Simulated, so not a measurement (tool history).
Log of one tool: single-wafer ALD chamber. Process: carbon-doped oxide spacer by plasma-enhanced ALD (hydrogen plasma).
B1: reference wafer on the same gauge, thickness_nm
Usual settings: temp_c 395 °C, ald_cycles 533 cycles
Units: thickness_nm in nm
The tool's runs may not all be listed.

Run 1, hour 0.0: usual settings; B1 31.107. Result: thickness_nm 26.243 nm.
Run 2, hour 31.6: usual settings; B1 31.117. Result: thickness_nm 26.297 nm.
Run 3, hour 46.5: usual settings; B1 31.117. Result: thickness_nm 26.160 nm.
Run 4, hour 67.1: usual settings; B1 31.111. Result: thickness_nm 26.328 nm.
Run 5, hour 95.2: usual settings; B1 31.098. Result: thickness_nm 26.201 nm.
Run 6, hour 128.1: usual settings; B1 31.096. Result: thickness_nm 26.255 nm.
Run 7, hour 159.8: usual settings; B1 31.116. Result: thickness_nm 26.241 nm.
Run 8, hour 179.0: usual settings; B1 31.089. Result: thickness_nm 26.165 nm.
Run 9, hour 207.5: usual settings; B1 31.077. Result: thickness_nm 26.226 nm.
Run 10, hour 226.8: usual settings; B1 31.116. Result: thickness_nm 26.317 nm.
Run 11, hour 243.2: usual settings; B1 31.086. Result: thickness_nm 26.254 nm.
Run 12, hour 276.7: usual settings but temp_c 404 °C; B1 31.071. Result: thickness_nm 25.867 nm.
Run 13, hour 302.6: usual settings; B1 31.123. Result: thickness_nm 26.332 nm.
Run 14, hour 328.2: usual settings; B1 31.117. Result: thickness_nm 26.255 nm.
At hour 358.5: thermocouple changed; heater temperature recalibrated.
Run 15, hour 363.7: usual settings but temp_c 391 °C, ald_cycles 569 cycles; B1 31.101. Result: thickness_nm 28.090 nm.
Run 16, hour 384.1: usual settings but temp_c 405 °C, ald_cycles 627 cycles; B1 31.092. Result: thickness_nm 30.294 nm.
Run 17, hour 402.6: usual settings but ald_cycles 570 cycles; B1 31.124. Result: thickness_nm 28.133 nm.
Run 18, hour 420.1: usual settings; B1 31.105. Result: thickness_nm 26.267 nm.
Run 19, hour 433.2: usual settings; B1 31.113. Result: thickness_nm 26.242 nm.
Run 20, hour 452.9: usual settings but temp_c 410 °C, ald_cycles 466 cycles; B1 31.099. Result: thickness_nm 22.185 nm.
At hour 456.4: gauge calibrated.
Run 21, hour 488.4: usual settings but temp_c 389 °C, ald_cycles 449 cycles; B1 31.069. Result: thickness_nm 22.079 nm.
Run 22, hour 519.2: usual settings but temp_c 385 °C, ald_cycles 625 cycles; B1 31.082. Result: thickness_nm 30.724 nm.
Run 23, hour 553.5: usual settings; B1 31.090. Result: thickness_nm 26.158 nm.

Forecast run 24:
Run 24, hour 578.5: usual settings but temp_c 404 °C, ald_cycles 567 cycles; B1 ?. Result: thickness_nm ?.

{"run 24": {"B1": 31.074, "thickness_nm": 27.662}}
Without the tool's hidden state the same run would have given thickness_nm 27.662 nm.
